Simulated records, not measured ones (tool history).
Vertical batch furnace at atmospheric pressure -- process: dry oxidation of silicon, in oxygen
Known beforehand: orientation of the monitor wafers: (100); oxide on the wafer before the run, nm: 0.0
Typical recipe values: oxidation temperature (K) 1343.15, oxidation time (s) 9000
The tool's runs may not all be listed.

run     day  oxidation temperature (K)  oxidation time (s)  read-back reference wafer on the same gauge, thickness  oxide thickness on the monitor wafer (Å)
  1       0                    1335.15                9000                                                  156.04                                    1495.5
  2   2.492                    1328.15               12300                                                  156.08                                      1718
  3   4.112                    1328.15               12300                                                  156.01                                    1726.8
  4   6.708                    1326.15                9000                                                  156.02                                      1383
  5   8.367                    1343.15                9000                                                  156.08                                    1577.8
  6  10.558                    1343.15                9000                                                  156.02                                    1565.3
  7      15                    1343.15                7140                                                  156.05                                    1358.2
  8    19.2                    1343.15                7140                                                  156.01                                    1349.1
  9  23.029                    1343.15                7380                                                  156.06                                    1380.4
 10  24.612                    1343.15                7380                                                  155.98                                    1380.3
 11  28.729                    1343.15                9000                                                  156.07                                    1562.1
     33.658  -- boat lift adjusted
 12  33.679                    1343.15                9000                                                  156.01                                    1608.1
 13  34.892                    1343.15                9000                                                  155.99                                    1606.1
 14  37.379                    1343.15                7080                                                  155.91                                    1380.3
 15  40.329                    1343.15                9000                                                  155.88                                    1616.9
 16   41.85                    1343.15                9000                                                  155.85                                    1614.1
 17  45.742                    1320.15               11340                                                  155.99                                    1577.1
 18  49.367                    1357.15                4650                                                  156.03                                      1180
 19  52.167                    1343.15                7710                                                  155.97                                    1454.1
 20  56.225                    1357.15               12780                                                  155.93                                      2199

Predict the results of run 21:
 21  59.283                    1336.15                7290                                                       ?                                         ?

{"run 21": {"read-back reference wafer on the same gauge, thickness": 155.99, "oxide thickness on the monitor wafer (Å)": 1338.7}}
On a tool with no hidden condition, and with the same random variation, this run would have come out at oxide thickness on the monitor wafer (Å) 1344.1.

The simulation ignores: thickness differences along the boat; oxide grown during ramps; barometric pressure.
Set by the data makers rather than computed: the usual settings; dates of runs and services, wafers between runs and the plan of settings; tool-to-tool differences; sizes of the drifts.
